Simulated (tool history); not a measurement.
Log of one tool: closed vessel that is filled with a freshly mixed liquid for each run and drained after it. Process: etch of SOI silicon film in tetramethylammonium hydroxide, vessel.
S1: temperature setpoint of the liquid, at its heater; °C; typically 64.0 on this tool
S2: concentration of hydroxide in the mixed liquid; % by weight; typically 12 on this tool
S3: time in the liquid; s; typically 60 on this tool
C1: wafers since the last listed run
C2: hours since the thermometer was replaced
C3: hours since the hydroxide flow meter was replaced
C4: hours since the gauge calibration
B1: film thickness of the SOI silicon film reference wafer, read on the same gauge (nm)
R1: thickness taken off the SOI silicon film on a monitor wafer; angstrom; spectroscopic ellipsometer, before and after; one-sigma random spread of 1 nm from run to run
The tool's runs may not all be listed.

| run | hour | S1 | S2 | S3 | C1 | C2 | C3 | C4 | B1 | R1 |
|---|---|---|---|---|---|---|---|---|---|---|
| 1 | 0.0 | 64.0 | 12 | 60 | 0 | 1964.9 | 1344.0 | 207.0 | 59.99 | 2752.7 |
| 2 | 24.8 | 64.0 | 12 | 60 | 2250 | 1989.7 | 1368.8 | 231.8 | 60.03 | 2751.7 |
| 3 | 74.9 | 64.0 | 12 | 60 | 4546 | 2039.8 | 1418.9 | 281.9 | 59.99 | 2744.5 |
| 4 | 115.6 | 64.0 | 14 | 60 | 3693 | 2080.5 | 1459.6 | 322.6 | 60.00 | 2535.8 |
| 5 | 175.0 | 64.0 | 14 | 60 | 5390 | 2139.9 | 1519.0 | 382.0 | 60.01 | 2535.7 |
| 6 | 225.7 | 64.0 | 14 | 60 | 4601 | 2190.6 | 1569.7 | 432.7 | 60.00 | 2519.6 |
| 7 | 285.7 | 64.0 | 12 | 60 | 5445 | 2250.6 | 1629.7 | 492.7 | 60.00 | 2711.4 |
| 8 | 324.7 | 64.0 | 12 | 70 | 3539 | 2289.6 | 1668.7 | 531.7 | 59.98 | 3183.2 |
| 9 | 377.1 | 64.0 | 12 | 60 | 4755 | 2342.0 | 1721.1 | 584.1 | 59.95 | 2719.1 |
|  | 378.7 | gauge calibrated |
| 10 | 442.8 | 64.0 | 12 | 60 | 5962 | 2407.7 | 1786.8 | 64.1 | 60.01 | 2707.4 |
| 11 | 498.4 | 64.0 | 12 | 60 | 5045 | 2463.3 | 1842.4 | 119.7 | 60.01 | 2684.8 |
| 12 | 559.3 | 64.0 | 12 | 60 | 5526 | 2524.2 | 1903.3 | 180.6 | 60.01 | 2687.7 |
| 13 | 585.3 | 64.0 | 12 | 60 | 2359 | 2550.2 | 1929.3 | 206.6 | 60.00 | 2678.6 |
| 14 | 617.4 | 64.0 | 9 | 60 | 2913 | 2582.3 | 1961.4 | 238.7 | 60.01 | 3003.3 |

Run 15, settings as shown, results not yet in. Your forecast:
|  | 643.5 | hydroxide flow meter replaced |
| 15 | 663.3 | 56.5 | 12 | 60 | 4074 | 2628.2 | 19.8 | 284.6 | ? | ? |

{"run 15": {"B1": 60.01, "R1": 1744.3}}
With the hidden condition absent and the run-to-run variation left alone, this run would have shown R1 1833.9 angstrom.
